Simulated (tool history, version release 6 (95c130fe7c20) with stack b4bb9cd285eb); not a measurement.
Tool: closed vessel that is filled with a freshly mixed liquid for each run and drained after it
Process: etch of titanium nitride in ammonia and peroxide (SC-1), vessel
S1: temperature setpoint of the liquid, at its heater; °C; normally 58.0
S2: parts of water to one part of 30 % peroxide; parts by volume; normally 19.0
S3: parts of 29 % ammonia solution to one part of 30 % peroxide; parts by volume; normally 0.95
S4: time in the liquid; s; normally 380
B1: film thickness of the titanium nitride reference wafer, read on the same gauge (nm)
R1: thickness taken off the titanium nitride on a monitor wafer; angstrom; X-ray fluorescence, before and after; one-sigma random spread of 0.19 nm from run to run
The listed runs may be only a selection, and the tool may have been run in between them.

run	hour	S1	S2	S3	S4	B1	R1
1	0.0	56.0	19.0	0.95	380	39.99	181.7
2	24.7	58.0	19.0	0.75	380	40.00	198.7
# hour 33.6: ammonia flow meter replaced
3	41.1	58.0	19.0	0.75	380	40.01	199.5
4	51.7	61.5	19.0	0.95	380	39.98	259.0
5	66.0	58.0	19.0	0.95	380	40.02	209.1
6	76.8	61.0	19.0	0.95	380	39.98	249.9
7	91.8	67.0	19.0	0.95	380	40.03	370.6
8	104.0	58.0	24.0	0.95	380	40.01	179.6
# hour 107.9: new drum of ammonia solution connected
9	114.4	49.0	19.0	0.95	380	39.97	111.7
10	131.1	58.0	19.0	0.95	380	39.99	204.9
# hour 147.8: thermometer replaced
11	148.5	68.0	19.0	0.50	315	39.98	334.3
12	155.9	49.0	23.5	1.10	600	40.00	188.2
13	163.9	58.0	19.0	0.95	380	39.99	245.4
14	178.8	58.0	14.5	0.95	305	39.99	220.6
15	184.8	52.0	19.0	0.60	380	39.95	148.8
16	219.7	58.0	19.0	0.95	380	39.98	238.1

Run 17 is up next; what results do you expect?
17	238.3	58.0	19.0	0.95	530	?	?

B1: 39.97
R1: 330.4 angstrom
Had the tool carried no hidden state, the very same run would have given R1 340.4 angstrom.
